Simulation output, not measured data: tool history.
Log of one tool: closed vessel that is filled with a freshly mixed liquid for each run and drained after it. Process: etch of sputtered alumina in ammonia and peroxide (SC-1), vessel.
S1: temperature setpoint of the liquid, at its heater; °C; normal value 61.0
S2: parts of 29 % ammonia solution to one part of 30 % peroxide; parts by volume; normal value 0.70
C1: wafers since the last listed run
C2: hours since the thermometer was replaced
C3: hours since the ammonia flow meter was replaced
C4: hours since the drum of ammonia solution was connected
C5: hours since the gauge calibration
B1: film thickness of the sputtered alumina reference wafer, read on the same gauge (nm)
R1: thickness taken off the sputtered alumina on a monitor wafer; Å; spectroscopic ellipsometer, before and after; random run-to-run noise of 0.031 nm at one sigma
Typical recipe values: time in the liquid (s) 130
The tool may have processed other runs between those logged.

Run 1, day 0.000: usual settings; C1 0; C2 1909.4; C3 1038.8; C4 131.5; C5 271.3; B1 69.97. Result: R1 115.9 Å.
Run 2, day 1.229: usual settings; C1 2780; C2 1938.9; C3 1068.3; C4 161.0; C5 300.8; B1 70.02. Result: R1 115.8 Å.
Run 3, day 1.975: usual settings but S2 0.55 parts by volume; C1 1687; C2 1956.8; C3 1086.2; C4 178.9; C5 318.7; B1 70.00. Result: R1 113.1 Å.
Run 4, day 2.588: usual settings but time in the liquid (s) 185; C1 1385; C2 1971.5; C3 1100.9; C4 193.6; C5 333.4; B1 70.00. Result: R1 164.9 Å.
Run 5, day 3.117: usual settings but time in the liquid (s) 185; C1 1196; C2 1984.2; C3 1113.6; C4 206.3; C5 346.1; B1 70.01. Result: R1 164.7 Å.
Run 6, day 3.688: usual settings; C1 1291; C2 1997.9; C3 1127.3; C4 220.0; C5 359.8; B1 70.00. Result: R1 115.5 Å.
Run 7, day 5.175: usual settings; C1 3364; C2 2033.6; C3 1163.0; C4 255.7; C5 395.5; B1 70.00. Result: R1 114.8 Å.
At day 6.092: thermometer replaced.
Run 8, day 7.008: usual settings; C1 4052; C2 22.0; C3 1207.0; C4 299.7; C5 439.5; B1 69.99. Result: R1 125.2 Å.
Run 9, day 7.662: usual settings; C1 1479; C2 37.7; C3 1222.7; C4 315.4; C5 455.2; B1 70.02. Result: R1 125.4 Å.
Run 10, day 8.796: usual settings; C1 2563; C2 64.9; C3 1249.9; C4 342.6; C5 482.4; B1 70.01. Result: R1 125.3 Å.
Run 11, day 9.688: usual settings but S2 0.80 parts by volume; C1 2016; C2 86.3; C3 1271.3; C4 364.0; C5 503.8; B1 70.00. Result: R1 126.2 Å.
Run 12, day 10.483: usual settings; C1 1800; C2 105.4; C3 1290.4; C4 383.1; C5 522.9; B1 69.99. Result: R1 124.5 Å.
At day 10.817: new drum of ammonia solution connected.
Run 13, day 11.662: usual settings but S1 54.0 °C, time in the liquid (s) 95; C1 2573; C2 133.7; C3 1318.7; C4 20.3; C5 551.2; B1 69.98. Result: R1 63.6 Å.
Run 14, day 12.600: usual settings but S1 52.5 °C, time in the liquid (s) 80; C1 2120; C2 156.2; C3 1341.2; C4 42.8; C5 573.7; B1 70.00. Result: R1 49.4 Å.
At day 13.800: ammonia flow meter replaced.
Run 15, day 13.821: usual settings but S1 67.5 °C, S2 0.45 parts by volume, time in the liquid (s) 160; C1 2667; C2 185.5; C3 0.5; C4 72.1; C5 603.0; B1 69.99. Result: R1 205.5 Å.
At day 14.329: gauge calibrated.
Run 16, day 14.775: usual settings; C1 2158; C2 208.4; C3 23.4; C4 95.0; C5 10.7; B1 69.98. Result: R1 125.4 Å.
Run 17, day 15.862: usual settings but S1 53.0 °C, S2 0.85 parts by volume, time in the liquid (s) 155; C1 2459; C2 234.5; C3 49.5; C4 121.1; C5 36.8; B1 70.01. Result: R1 99.4 Å.
Run 18, day 17.038: usual settings but S1 64.5 °C, S2 0.85 parts by volume, time in the liquid (s) 195; C1 2657; C2 262.7; C3 77.7; C4 149.3; C5 65.0; B1 70.00. Result: R1 227.3 Å.
Run 19, day 18.050: usual settings but S2 0.60 parts by volume, time in the liquid (s) 180; C1 2290; C2 287.0; C3 102.0; C4 173.6; C5 89.3; B1 70.00. Result: R1 170.1 Å.
Run 20, day 19.004: usual settings; C1 2158; C2 309.9; C3 124.9; C4 196.5; C5 112.2; B1 70.00. Result: R1 123.7 Å.
Run 21, day 19.767: usual settings but S1 65.5 °C, S2 0.55 parts by volume, time in the liquid (s) 90; C1 1724; C2 328.2; C3 143.2; C4 214.8; C5 130.5; B1 70.02. Result: R1 105.3 Å.
Run 22, day 20.300: usual settings; C1 1206; C2 341.0; C3 156.0; C4 227.6; C5 143.3; B1 70.01. Result: R1 123.4 Å.
Run 23, day 21.162: usual settings; C1 1951; C2 361.7; C3 176.7; C4 248.3; C5 164.0; B1 70.01. Result: R1 123.6 Å.
Run 24, day 21.812: usual settings but S1 69.5 °C, S2 0.55 parts by volume; C1 1470; C2 377.3; C3 192.3; C4 263.9; C5 179.6; B1 70.00. Result: R1 183.8 Å.
Run 25, day 22.325: usual settings but S2 0.95 parts by volume, time in the liquid (s) 155; C1 1159; C2 389.6; C3 204.6; C4 276.2; C5 191.9; B1 70.00. Result: R1 151.7 Å.
Run 26, day 23.783: usual settings but S1 64.0 °C; C1 3298; C2 424.6; C3 239.6; C4 311.2; C5 226.9; B1 70.00. Result: R1 143.3 Å.
Run 27, day 25.283: usual settings; C1 3393; C2 460.6; C3 275.6; C4 347.2; C5 262.9; B1 69.99. Result: R1 123.1 Å.

Forecast each of these 5 alternatives for the next run:
Run A, day 25.312: usual settings but S2 0.95 parts by volume; C1 65; C2 461.3; C3 276.3; C4 347.9; C5 263.6; B1 ?. Result: R1 ?.
Run B, day 25.312: usual settings but S1 54.5 °C, time in the liquid (s) 65; C1 65; C2 461.3; C3 276.3; C4 347.9; C5 263.6; B1 ?. Result: R1 ?.
Run C, day 25.312: usual settings but S1 70.0 °C, S2 0.85 parts by volume, time in the liquid (s) 90; C1 65; C2 461.3; C3 276.3; C4 347.9; C5 263.6; B1 ?. Result: R1 ?.
Run D, day 25.312: usual settings but S1 57.0 °C, S2 1.00 parts by volume, time in the liquid (s) 190; C1 65; C2 461.3; C3 276.3; C4 347.9; C5 263.6; B1 ?. Result: R1 ?.
Run E, day 25.312: usual settings but S1 54.5 °C, time in the liquid (s) 165; C1 65; C2 461.3; C3 276.3; C4 347.9; C5 263.6; B1 ?. Result: R1 ?.

run     B1     R1
  A  69.98  126.4
  B  69.98   43.7
  C  69.98  135.2
  D  69.98  150.8
  E  69.98  110.9
With no hidden state in the tool, these same runs would have given:
run     R1
  A  129.9
  B   45.0
  C  138.9
  D  155.2
  E  114.1
